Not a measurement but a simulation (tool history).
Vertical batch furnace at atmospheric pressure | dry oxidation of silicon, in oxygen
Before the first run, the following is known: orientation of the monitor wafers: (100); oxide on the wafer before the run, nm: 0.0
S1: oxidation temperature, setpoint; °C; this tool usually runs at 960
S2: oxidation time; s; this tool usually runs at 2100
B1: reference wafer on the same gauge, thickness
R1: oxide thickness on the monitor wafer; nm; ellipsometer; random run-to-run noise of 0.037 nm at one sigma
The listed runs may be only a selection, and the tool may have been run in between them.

{"run": 1, "day": 0.0, "S1": 947, "S2": 2100, "B1": 28.1, "R1": 21.31}
{"run": 2, "day": 0.825, "S1": 947, "S2": 2100, "B1": 28.1, "R1": 21.31}
{"run": 3, "day": 1.5, "S1": 965, "S2": 2100, "B1": 28.1, "R1": 25.62}
{"run": 4, "day": 2.079, "S1": 965, "S2": 2100, "B1": 28.1, "R1": 25.66}
{"run": 5, "day": 3.233, "S1": 960, "S2": 2100, "B1": 28.1, "R1": 24.53}
{"run": 6, "day": 4.421, "S1": 960, "S2": 2100, "B1": 28.1, "R1": 24.56}
{"run": 7, "day": 5.308, "S1": 960, "S2": 2100, "B1": 28.1, "R1": 24.58}
{"run": 8, "day": 6.804, "S1": 960, "S2": 2490, "B1": 28.1, "R1": 27.29}
{"run": 9, "day": 7.692, "S1": 960, "S2": 1830, "B1": 28.1, "R1": 22.58}
{"run": 10, "day": 8.5, "S1": 975, "S2": 2820, "B1": 28.11, "R1": 33.08}
{"run": 11, "day": 9.129, "S1": 960, "S2": 2100, "B1": 28.1, "R1": 24.58}
{"run": 12, "day": 9.675, "S1": 974, "S2": 2100, "B1": 28.09, "R1": 27.53}
{"day": 10.617, "done": "gauge calibrated"}
{"run": 13, "day": 10.688, "S1": 960, "S2": 1830, "B1": 28.1, "R1": 22.55}
{"day": 12.729, "done": "boat lift adjusted"}
{"run": 14, "day": 12.75, "S1": 940, "S2": 1290, "B1": 28.1, "R1": 15.06}
{"run": 15, "day": 13.946, "S1": 960, "S2": 2400, "B1": 28.1, "R1": 27.59}
{"run": 16, "day": 14.746, "S1": 960, "S2": 2370, "B1": 28.09, "R1": 27.4}
{"run": 17, "day": 15.862, "S1": 960, "S2": 2100, "B1": 28.1, "R1": 25.46}
{"day": 18.067, "done": "thermocouples replaced and temperature profile calibrated"}
{"run": 18, "day": 18.088, "S1": 977, "S2": 1320, "B1": 28.1, "R1": 21.19}
{"run": 19, "day": 20.021, "S1": 975, "S2": 2460, "B1": 28.1, "R1": 30.22}
{"run": 20, "day": 21.1, "S1": 940, "S2": 1740, "B1": 28.1, "R1": 17.26}
{"run": 21, "day": 22.125, "S1": 960, "S2": 2100, "B1": 28.1, "R1": 24.36}
{"run": 22, "day": 22.779, "S1": 960, "S2": 2940, "B1": 28.11, "R1": 30.14}
{"run": 23, "day": 23.483, "S1": 976, "S2": 1740, "B1": 28.09, "R1": 24.84}
{"run": 24, "day": 24.4, "S1": 960, "S2": 2400, "B1": 28.1, "R1": 26.53}

Subtracting, for every run, the result it would have given without the tool's unlogged condition from the measured result gives the following. The same run-to-run variation enters both numbers; the gauge's scatter may not:
What the log doesn't record here: true tube temperature minus thermocouple reading, K; monitor wafer colder than the profiled boat position, K; gauge reads high (%).
run=1 R1=+0.21
run=2 R1=+0.21
run=3 R1=+0.18
run=4 R1=+0.18
run=5 R1=+0.2
run=6 R1=+0.19
run=7 R1=+0.2
run=8 R1=+0.22
run=9 R1=+0.19
run=10 R1=+0.24
run=11 R1=+0.21
run=12 R1=+0.2
run=13 R1=+0.2
run=14 R1=+0.93
run=15 R1=+1.16
run=16 R1=+1.15
run=17 R1=+1.07
run=18 R1=-0.07
run=19 R1=-0.03
run=20 R1=+0.01
run=21 R1=+0.03
run=22 R1=+0.07
run=23 R1=+0.06
run=24 R1=+0.1
